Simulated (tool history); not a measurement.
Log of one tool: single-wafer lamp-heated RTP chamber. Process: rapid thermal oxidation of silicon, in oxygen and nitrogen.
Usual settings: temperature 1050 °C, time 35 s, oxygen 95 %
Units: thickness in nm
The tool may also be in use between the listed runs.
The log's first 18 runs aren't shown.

run    hour  temperature  time  oxygen  read-back reference wafer on the same gauge, thickness  thickness
 19   863.9         1050    35      98                                                   8.015       7.05
 20   929.7         1050    35      95                                                   8.028      6.986
 21   998.2         1050    22      80                                                   8.028      5.463
 22  1047.2         1050    35      95                                                   8.038       7.07
     1119.6  -- pyrometer window cleaned and pyrometer calibrated
 23  1139.4         1050    35      83                                                   8.017      6.679
 24    1209         1038    35      74                                                   8.022      5.882
 25  1272.5         1050    41      98                                                   8.026      7.625
 26  1308.4         1021    19      95                                                   8.016      4.478
 27    1338         1030    49      98                                                   8.019      7.194
 28  1409.8         1035    27      95                                                   8.031      5.757
       1445  -- pyrometer window cleaned and pyrometer calibrated
 29  1454.8         1020    35      98                                                   8.021      5.731
     1459.3  -- gauge calibrated
 30  1490.1         1027    35      95                                                   8.018      5.973
 31  1547.5         1074    52      81                                                    8.01      9.239

5 ways to go on from here, each from the tool as it stands after run 31. What would each give?
  A  1548         1050    35      95                                                       ?          ?
  B  1548         1021    23      95                                                       ?          ?
  C  1548         1059    35      95                                                       ?          ?
  D  1548         1034    20      85                                                       ?          ?
  E  1548         1050    45      95                                                       ?          ?

run  read-back reference wafer on the same gauge, thickness  thickness
  A                                                   8.017      7.003
  B                                                   8.017      4.813
  C                                                   8.017      7.444
  D                                                   8.017      4.787
  E                                                   8.017      7.812
Without the tool's hidden state the same runs would have given:
run  thickness
  A      6.978
  B      4.795
  C      7.417
  D      4.769
  E      7.783
